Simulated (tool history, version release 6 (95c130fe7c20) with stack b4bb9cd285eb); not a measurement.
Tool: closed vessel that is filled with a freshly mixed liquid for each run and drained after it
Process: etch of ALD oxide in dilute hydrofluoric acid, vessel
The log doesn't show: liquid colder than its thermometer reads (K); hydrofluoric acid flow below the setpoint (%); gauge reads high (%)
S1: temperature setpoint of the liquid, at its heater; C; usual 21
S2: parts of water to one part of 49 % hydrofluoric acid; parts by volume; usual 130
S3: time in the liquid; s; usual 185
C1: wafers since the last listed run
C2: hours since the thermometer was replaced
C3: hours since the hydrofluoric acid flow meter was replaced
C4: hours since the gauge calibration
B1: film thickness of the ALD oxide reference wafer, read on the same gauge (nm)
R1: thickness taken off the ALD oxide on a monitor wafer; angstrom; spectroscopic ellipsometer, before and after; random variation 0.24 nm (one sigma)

| run | hour | S1 | S2 | S3 | C1 | C2 | C3 | C4 | B1 | R1 |
|---|---|---|---|---|---|---|---|---|---|---|
| 1 | 0 | 21 | 130 | 185 | 0 | 1143.4 | 236.4 | 1236.3 | 150 | 393.6 |
| 2 | 45.3 | 19 | 130 | 235 | 3070 | 1188.7 | 281.7 | 1281.6 | 150.02 | 460.1 |
| 3 | 94 | 19 | 130 | 235 | 3300 | 1237.4 | 330.4 | 1330.3 | 150 | 459.5 |
| 4 | 181.4 | 19 | 130 | 235 | 5923 | 1324.8 | 417.8 | 1417.7 | 150.01 | 458.4 |
| 5 | 229.2 | 21 | 130 | 115 | 3239 | 1372.6 | 465.6 | 1465.5 | 149.99 | 239.8 |
| 6 | 274.2 | 21 | 130 | 115 | 3050 | 1417.6 | 510.6 | 1510.5 | 150 | 240.2 |
|  | 337 | hydrofluoric acid flow meter replaced |
| 7 | 379.3 | 21 | 130 | 185 | 7055 | 1522.7 | 42.3 | 1615.6 | 150 | 392.9 |
| 8 | 480.9 | 21 | 130 | 185 | 6886 | 1624.3 | 143.9 | 1717.2 | 149.96 | 392.6 |
|  | 504.6 | gauge calibrated |
| 9 | 530.2 | 21 | 80 | 185 | 3341 | 1673.6 | 193.2 | 25.6 | 150.02 | 669.3 |
| 10 | 616.3 | 21 | 80 | 185 | 5835 | 1759.7 | 279.3 | 111.7 | 150.02 | 670.4 |
| 11 | 675.9 | 21 | 80 | 185 | 4039 | 1819.3 | 338.9 | 171.3 | 150.01 | 665.6 |
| 12 | 767.5 | 21 | 115 | 185 | 6208 | 1910.9 | 430.5 | 262.9 | 150.01 | 437.5 |
| 13 | 810.7 | 21 | 115 | 185 | 2928 | 1954.1 | 473.7 | 306.1 | 149.99 | 432.7 |
|  | 851 | hydrofluoric acid flow meter replaced |
| 14 | 855.3 | 21 | 150 | 185 | 2955 | 1998.7 | 4.3 | 350.7 | 149.99 | 336.6 |
| 15 | 932.2 | 21 | 130 | 185 | 5212 | 2075.6 | 81.2 | 427.6 | 150.01 | 388.8 |
| 16 | 986.3 | 18.5 | 130 | 185 | 3666 | 2129.7 | 135.3 | 481.7 | 150 | 355.2 |
| 17 | 1049.4 | 22.5 | 75 | 185 | 4276 | 2192.8 | 198.4 | 544.8 | 149.99 | 760.1 |
| 18 | 1128.1 | 21 | 130 | 185 | 5334 | 2271.5 | 277.1 | 623.5 | 150.02 | 387.7 |
| 19 | 1224.4 | 25.5 | 100 | 115 | 6527 | 2367.8 | 373.4 | 719.8 | 150.01 | 380.4 |
| 20 | 1287.4 | 23.5 | 90 | 245 | 4270 | 2430.8 | 436.4 | 782.8 | 149.99 | 846.6 |
| 21 | 1338.2 | 19.5 | 80 | 90 | 3443 | 2481.6 | 487.2 | 833.6 | 150 | 300.3 |
|  | 1339.5 | hydrofluoric acid flow meter replaced |
| 22 | 1377.6 | 21 | 180 | 185 | 2602 | 2521 | 38.1 | 873 | 150.02 | 265.2 |
| 23 | 1420.4 | 21 | 130 | 185 | 2900 | 2563.8 | 80.9 | 915.8 | 149.99 | 389.7 |
| 24 | 1475 | 21 | 100 | 150 | 3700 | 2618.4 | 135.5 | 970.4 | 150.04 | 424.1 |
| 25 | 1530.8 | 22.5 | 130 | 185 | 3782 | 2674.2 | 191.3 | 1026.2 | 149.99 | 407.8 |
| 26 | 1606.3 | 21 | 130 | 185 | 5117 | 2749.7 | 266.8 | 1101.7 | 150.02 | 381.2 |
| 27 | 1698.5 | 18.5 | 75 | 290 | 6249 | 2841.9 | 359 | 1193.9 | 150.02 | 975.3 |
|  | 1723.2 | thermometer replaced |
| 28 | 1790 | 21 | 130 | 185 | 6133 | 66.8 | 450.5 | 1285.4 | 149.98 | 396.2 |
|  | 1818.2 | hydrofluoric acid flow meter replaced |
| 29 | 1847.2 | 21 | 85 | 185 | 3809 | 124 | 29 | 1342.6 | 150.03 | 660.6 |
|  | 1889.9 | gauge calibrated |
| 30 | 1964.9 | 21 | 130 | 185 | 7977 | 241.7 | 146.7 | 75 | 150.03 | 403.7 |
| 31 | 2071.5 | 19 | 130 | 185 | 7225 | 348.3 | 253.3 | 181.6 | 150.04 | 366.9 |
| 32 | 2110.6 | 21 | 160 | 95 | 2650 | 387.4 | 292.4 | 220.7 | 150 | 161 |
| 33 | 2195.6 | 21 | 130 | 185 | 5761 | 472.4 | 377.4 | 305.7 | 150.01 | 396.8 |
| 34 | 2252.1 | 21 | 110 | 185 | 3829 | 528.9 | 433.9 | 362.2 | 149.99 | 481.9 |
| 35 | 2298 | 26 | 165 | 185 | 3111 | 574.8 | 479.8 | 408.1 | 150 | 360.3 |

Forecast each of these 3 alternatives for the next run:
| A | 2298.7 | 18 | 130 | 185 | 47 | 575.5 | 480.5 | 408.8 | ? | ? |
| B | 2298.7 | 17.5 | 130 | 185 | 47 | 575.5 | 480.5 | 408.8 | ? | ? |
| C | 2298.7 | 18 | 110 | 215 | 47 | 575.5 | 480.5 | 408.8 | ? | ? |

| run | B1 | R1 |
|---|---|---|
| A | 150.03 | 346.6 |
| B | 150.03 | 339.6 |
| C | 150.03 | 486.2 |
Without the tool's hidden state the same runs would have given:
| run | R1 |
|---|---|
| A | 364.4 |
| B | 357 |
| C | 510.9 |
